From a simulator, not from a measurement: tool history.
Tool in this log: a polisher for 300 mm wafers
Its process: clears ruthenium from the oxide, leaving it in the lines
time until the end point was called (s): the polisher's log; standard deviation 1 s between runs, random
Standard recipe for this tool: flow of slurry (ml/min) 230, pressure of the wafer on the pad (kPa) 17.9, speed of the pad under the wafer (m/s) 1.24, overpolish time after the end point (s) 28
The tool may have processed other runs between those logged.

run,hour,flow of slurry (ml/min),pressure of the wafer on the pad (kPa),speed of the pad under the wafer (m/s),overpolish time after the end point (s),"incoming thickness of the incoming film, nm",time until the end point was called (s)
1,0.0,260,17.9,1.24,40,189.7,96.1
# hour 1.5: worn pad replaced by a new one
2,65.6,230,17.9,1.24,28,189.6,94.4
3,133.1,230,17.9,1.24,28,187.6,96.0
4,198.6,230,17.9,1.24,28,192.3,98.4
# hour 228.6: worn pad replaced by a new one
5,229.1,230,17.9,1.24,18,189.9,97.1
# hour 260.1: slurry nozzle cleaned
6,293.2,230,17.9,1.24,18,189.1,94.6
7,332.2,230,17.9,1.32,28,190.0,92.8
8,386.3,230,17.9,1.24,28,186.1,92.9
# hour 417.3: worn pad replaced by a new one
# hour 423.5: head pressure recalibrated
9,429.3,230,17.9,1.24,28,188.4,95.9
10,478.6,230,17.9,1.24,28,188.1,96.4
11,505.1,230,17.9,1.24,28,189.2,98.4
# hour 531.5: slurry nozzle cleaned
12,561.9,230,17.9,1.08,28,189.5,108.5
13,627.7,230,17.9,1.24,28,187.1,95.3
# hour 653.4: worn pad replaced by a new one
14,669.7,230,17.9,1.62,28,190.7,75.9
15,708.2,190,17.9,1.24,38,189.3,97.4
16,769.6,230,17.9,1.24,28,190.6,95.8
# hour 811.1: slurry nozzle cleaned
17,818.6,230,17.9,1.24,28,189.4,96.4
# hour 881.5: worn pad replaced by a new one
18,882.0,230,17.9,1.24,28,189.5,96.0
19,910.0,305,17.9,1.24,28,189.9,94.1
20,971.2,305,17.9,1.24,37,191.3,94.9
21,999.2,230,17.9,1.24,42,188.0,95.1
22,1064.8,270,15.9,0.90,44,191.5,146.3

Below are 4 alternative next runs, each starting from the tool's condition after run 22. Predict each:
A,1065.3,230,17.9,0.96,28,186.7,?
B,1065.3,285,17.9,1.24,44,186.7,?
C,1065.3,160,17.9,1.24,28,186.7,?
D,1065.3,210,20.0,1.24,28,186.7,?

run,time until the end point was called (s)
A,118.9
B,92.7
C,99.8
D,86.0
Stripped of hidden state, with their random variation kept, the same runs would have yielded:
run,time until the end point was called (s)
A,118.9
B,92.7
C,99.8
D,86.0

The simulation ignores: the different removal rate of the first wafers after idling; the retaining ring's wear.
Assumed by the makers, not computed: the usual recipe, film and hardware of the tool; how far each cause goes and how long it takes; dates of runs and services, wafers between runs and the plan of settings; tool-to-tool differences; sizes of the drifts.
